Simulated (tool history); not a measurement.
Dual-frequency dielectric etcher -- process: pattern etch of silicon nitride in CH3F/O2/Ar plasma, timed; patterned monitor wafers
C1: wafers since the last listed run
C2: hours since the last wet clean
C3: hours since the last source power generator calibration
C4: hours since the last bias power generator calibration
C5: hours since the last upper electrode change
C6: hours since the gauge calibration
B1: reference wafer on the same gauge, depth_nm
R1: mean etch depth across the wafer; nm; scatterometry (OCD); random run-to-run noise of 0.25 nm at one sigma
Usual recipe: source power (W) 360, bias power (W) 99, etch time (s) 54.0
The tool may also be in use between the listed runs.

Run 1, hour 0.0: usual settings but source power (W) 310, bias power (W) 118; C1 0; C2 305.4; C3 2654.4; C4 4189.9; C5 2254.5; C6 234.1; B1 37.80. Result: R1 37.37 nm.
Run 2, hour 54.7: usual settings but source power (W) 310, bias power (W) 118; C1 600; C2 360.1; C3 2709.1; C4 4244.6; C5 2309.2; C6 288.8; B1 37.88. Result: R1 36.98 nm.
Run 3, hour 91.8: usual settings; C1 406; C2 397.2; C3 2746.2; C4 4281.7; C5 2346.3; C6 325.9; B1 37.79. Result: R1 39.39 nm.
Run 4, hour 146.0: usual settings; C1 594; C2 451.4; C3 2800.4; C4 4335.9; C5 2400.5; C6 380.1; B1 37.82. Result: R1 38.89 nm.
Run 5, hour 197.7: usual settings; C1 567; C2 503.1; C3 2852.1; C4 4387.6; C5 2452.2; C6 431.8; B1 37.87. Result: R1 38.82 nm.
At hour 253.4: wet clean of the chamber.
Run 6, hour 301.4: usual settings; C1 874; C2 48.0; C3 2955.8; C4 4491.3; C5 2555.9; C6 535.5; B1 37.83. Result: R1 39.81 nm.
Run 7, hour 394.3: usual settings; C1 1019; C2 140.9; C3 3048.7; C4 4584.2; C5 2648.8; C6 628.4; B1 37.84. Result: R1 39.84 nm.
Run 8, hour 489.0: usual settings but source power (W) 400; C1 1038; C2 235.6; C3 3143.4; C4 4678.9; C5 2743.5; C6 723.1; B1 37.84. Result: R1 41.89 nm.
Run 9, hour 581.2: usual settings but source power (W) 400; C1 1011; C2 327.8; C3 3235.6; C4 4771.1; C5 2835.7; C6 815.3; B1 37.77. Result: R1 41.64 nm.
At hour 625.2: upper electrode replaced.
Run 10, hour 685.6: usual settings; C1 882; C2 432.2; C3 3340.0; C4 4875.5; C5 60.4; C6 919.7; B1 37.85. Result: R1 38.42 nm.
At hour 721.7: wet clean of the chamber.
Run 11, hour 784.6: usual settings; C1 822; C2 62.9; C3 3439.0; C4 4974.5; C5 159.4; C6 1018.7; B1 37.74. Result: R1 40.17 nm.
Run 12, hour 843.8: usual settings; C1 649; C2 122.1; C3 3498.2; C4 5033.7; C5 218.6; C6 1077.9; B1 37.71. Result: R1 39.63 nm.
Run 13, hour 917.9: usual settings but source power (W) 320, bias power (W) 74; C1 812; C2 196.2; C3 3572.3; C4 5107.8; C5 292.7; C6 1152.0; B1 37.81. Result: R1 35.02 nm.
At hour 941.0: bias power generator calibrated.
Run 14, hour 959.5: usual settings; C1 412; C2 237.8; C3 3613.9; C4 18.5; C5 334.3; C6 1193.6; B1 37.88. Result: R1 39.52 nm.
Run 15, hour 1038.7: usual settings but etch time (s) 44.5; C1 868; C2 317.0; C3 3693.1; C4 97.7; C5 413.5; C6 1272.8; B1 37.79. Result: R1 32.27 nm.
At hour 1098.5: source power generator calibrated.
Run 16, hour 1135.1: usual settings but source power (W) 310, bias power (W) 118; C1 1013; C2 413.4; C3 36.6; C4 194.1; C5 509.9; C6 1369.2; B1 37.87. Result: R1 37.07 nm.
Run 17, hour 1172.8: usual settings but source power (W) 390, bias power (W) 107, etch time (s) 64.5; C1 413; C2 451.1; C3 74.3; C4 231.8; C5 547.6; C6 1406.9; B1 37.79. Result: R1 49.78 nm.
At hour 1175.2: gauge calibrated.
At hour 1208.3: wet clean of the chamber.
Run 18, hour 1282.2: usual settings but source power (W) 290, bias power (W) 77, etch time (s) 58.0; C1 936; C2 73.9; C3 183.7; C4 341.2; C5 657.0; C6 107.0; B1 37.79. Result: R1 35.00 nm.
Run 19, hour 1365.2: usual settings; C1 910; C2 156.9; C3 266.7; C4 424.2; C5 740.0; C6 190.0; B1 37.76. Result: R1 39.03 nm.
Run 20, hour 1435.8: usual settings but source power (W) 420, bias power (W) 105, etch time (s) 65.0; C1 774; C2 227.5; C3 337.3; C4 494.8; C5 810.6; C6 260.6; B1 37.82. Result: R1 52.91 nm.
Run 21, hour 1496.3: usual settings but bias power (W) 88; C1 663; C2 288.0; C3 397.8; C4 555.3; C5 871.1; C6 321.1; B1 37.84. Result: R1 38.02 nm.
Run 22, hour 1587.7: usual settings; C1 1002; C2 379.4; C3 489.2; C4 646.7; C5 962.5; C6 412.5; B1 37.72. Result: R1 38.91 nm.
Run 23, hour 1693.0: usual settings; C1 1155; C2 484.7; C3 594.5; C4 752.0; C5 1067.8; C6 517.8; B1 37.84. Result: R1 38.54 nm.
At hour 1750.1: wet clean of the chamber.
Run 24, hour 1767.5: usual settings but source power (W) 450, bias power (W) 92, etch time (s) 48.0; C1 553; C2 17.4; C3 669.0; C4 826.5; C5 1142.3; C6 592.3; B1 37.81. Result: R1 39.34 nm.

Some steps in R1 between neighbouring runs. How much of each would the tool show without its hidden state too (settings, what came in, random variation), and how much is left for the hidden state, with any gauge scatter that isn't in both results?
Unlogged tool condition in this case: etch rate over this chamber's usual, %; source power that arrives over what is set, %; bias power that arrives over what is set, %; gauge reads high (%).
Run 10 -> 11: wet clean of the chamber. R1 +1.75 nm: hidden state +1.17, all else +0.58.
Run 17 -> 18: source power (W) 390 -> 290, bias power (W) 107 -> 77, etch time (s) 64.5 -> 58.0, gauge calibrated, wet clean of the chamber. R1 -14.78 nm: hidden state +0.97, all else -15.75.
Run 20 -> 21: source power (W) 420 -> 360, bias power (W) 105 -> 88, etch time (s) 65.0 -> 54.0. R1 -14.89 nm: hidden state +0.15, all else -15.04.
Run 23 -> 24: source power (W) 360 -> 450, bias power (W) 99 -> 92, etch time (s) 54.0 -> 48.0, wet clean of the chamber. R1 +0.80 nm: hidden state +1.36, all else -0.56.
